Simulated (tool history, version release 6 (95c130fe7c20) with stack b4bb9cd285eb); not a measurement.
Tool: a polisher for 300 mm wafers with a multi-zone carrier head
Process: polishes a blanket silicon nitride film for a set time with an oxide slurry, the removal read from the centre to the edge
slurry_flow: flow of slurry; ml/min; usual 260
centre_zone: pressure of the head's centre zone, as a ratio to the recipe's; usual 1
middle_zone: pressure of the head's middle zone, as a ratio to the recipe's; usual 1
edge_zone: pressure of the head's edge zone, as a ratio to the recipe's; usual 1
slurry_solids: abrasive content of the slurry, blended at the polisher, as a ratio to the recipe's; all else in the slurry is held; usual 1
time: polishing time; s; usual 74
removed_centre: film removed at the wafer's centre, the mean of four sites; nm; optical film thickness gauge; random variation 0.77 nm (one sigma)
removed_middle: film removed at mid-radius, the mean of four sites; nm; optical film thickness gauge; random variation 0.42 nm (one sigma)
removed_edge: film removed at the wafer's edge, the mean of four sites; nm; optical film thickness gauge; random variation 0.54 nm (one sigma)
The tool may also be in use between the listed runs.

run    hour  slurry_flow  centre_zone  middle_zone  edge_zone  slurry_solids  time  wafers since the last listed run  wafers polished on this pad  hours since the slurry nozzle was cleaned  hours since the centre zone pressure was calibrated  hours since the edge zone pressure was calibrated  hours since the carrier head's membrane was replaced  incoming thickness of the incoming film, nm  removed_centre  removed_middle  removed_edge
  1       0          260         0.92            1          1              1    74                                 0                            5                                      780.5                                                 1113                                              127.9                                                1434.2                                        499.2            59.5            65.8          67.6
  2    52.8          260         0.92            1          1              1    74                               603                          608                                      833.3                                               1165.8                                              180.7                                                  1487                                        502.4            59.8              65          66.8
       74.4  -- slurry nozzle cleaned
  3    83.2          260            1            1          1              1    74                               335                          944                                        8.8                                               1196.2                                              211.1                                                1517.4                                        505.6            70.5            68.6          70.2
  4   177.7          260            1            1          1              1    74                              1079                         2024                                      103.3                                               1290.7                                              305.6                                                1611.9                                        502.5            68.7            68.4          68.5
  5     203          260            1            1          1              1    74                               289                         2313                                      128.6                                                 1316                                              330.9                                                1637.2                                        505.3            67.5            68.6          68.3
  6   245.4          260            1            1          1              1    74                               484                         2798                                        171                                               1358.4                                              373.3                                                1679.6                                        497.5            67.1            67.1          68.4
      279.6  -- worn pad replaced by a new one
      310.9  -- carrier head's membrane replaced by a new one
  7   311.4          260         0.92            1       1.04           0.85    74                               651                          305                                        237                                               1424.4                                              439.3                                                   0.5                                        495.4            57.7            62.7          64.7
  8   343.6          260            1         1.08       1.04            1.1    99                               367                          673                                      269.2                                               1456.6                                              471.5                                                  32.7                                        505.8            94.4            99.3          96.6
  9   405.9          260         0.92            1          1              1    74                               711                         1385                                      331.5                                               1518.9                                              533.8                                                    95                                        498.2            61.7            67.6          67.8
 10   456.7          215            1            1          1            1.1    59                               580                         1966                                      382.3                                               1569.7                                              584.6                                                 145.8                                        499.6            54.8              54          55.2
      516.5  -- centre zone pressure recalibrated
        578  -- worn pad replaced by a new one
 11   622.7          260            1            1          1              1    74                              1828                          511                                      548.3                                                106.2                                              750.6                                                 311.8                                          502              66            65.3          67.6
 12   663.2          260            1            1          1              1    74                               462                          974                                      588.8                                                146.7                                              791.1                                                 352.3                                        504.1            65.9            65.8          66.9
      708.9  -- edge zone pressure recalibrated
 13     735          175         0.92         1.11       0.95              1    74                               797                         1771                                      660.6                                                218.5                                               26.1                                                 424.1                                        497.9            57.3            67.4          62.2
 14   788.9          260         1.04            1          1           1.15    74                               615                         2387                                      714.5                                                272.4                                                 80                                                   478                                          493            72.5            68.7          70.2
 15     814          260            1            1          1              1    74                               286                         2674                                      739.6                                                297.5                                              105.1                                                 503.1                                        506.2            65.9            65.2          66.7
      865.8  -- worn pad replaced by a new one
 16   878.3          260            1            1          1           1.25    74                               689                          143                                      803.9                                                361.8                                              169.4                                                 567.4                                        504.5            70.7            71.2          72.4
 17     947          320            1         1.11          1            0.9    98                               785                          928                                      872.6                                                430.5                                              238.1                                                 636.1                                        503.5            86.2            92.5          86.1
      960.8  -- slurry nozzle cleaned
 18  1012.5          260            1            1          1           1.25    74                               737                         1665                                       51.7                                                  496                                              303.6                                                 701.6                                        498.3            73.3            74.4          75.2
 19  1043.6          260            1            1          1            1.3    74                               355                         2020                                       82.8                                                527.1                                              334.7                                                 732.7                                        502.6            76.3            75.7          76.2
 20  1141.5          260            1            1          1              1    74                              1118                         3139                                      180.7                                                  625                                              432.6                                                 830.6                                        494.1            68.1            67.3          67.9
 21  1168.7          260         1.11            1          1              1    53                               310                         3450                                      207.9                                                652.2                                              459.8                                                 857.8                                        494.5            53.8            48.1          48.5

Hidden state or all else? Some run-to-run changes of removed_centre, split into what the settings, what came in and random variation would give without the hidden state, and what is left for the hidden state (with any gauge scatter that isn't in both results):
The hidden state here: removal rate lost through wear of the pad, %; slurry flow missing at the pad, %; deviation of the centre zone's pressure from its setpoint, %; deviation of the edge zone's pressure from its setpoint, %.
Run 2 -> 3: centre_zone 0.92 -> 1, slurry nozzle cleaned. removed_centre +10.7 nm: hidden state +3.6, all else +7.1.
Run 7 -> 8: centre_zone 0.92 -> 1, middle_zone 1 -> 1.08, slurry_solids 0.85 -> 1.1, time 74 -> 99. removed_centre +36.7 nm: hidden state -1.3, all else +38.
Run 8 -> 9: centre_zone 1 -> 0.92, middle_zone 1.08 -> 1, edge_zone 1.04 -> 1, slurry_solids 1.1 -> 1, time 99 -> 74. removed_centre -32.7 nm: hidden state +0.7, all else -33.4.
Run 17 -> 18: slurry_flow 320 -> 260, middle_zone 1.11 -> 1, slurry_solids 0.9 -> 1.25, time 98 -> 74, slurry nozzle cleaned. removed_centre -12.9 nm: hidden state +3.5, all else -16.4.
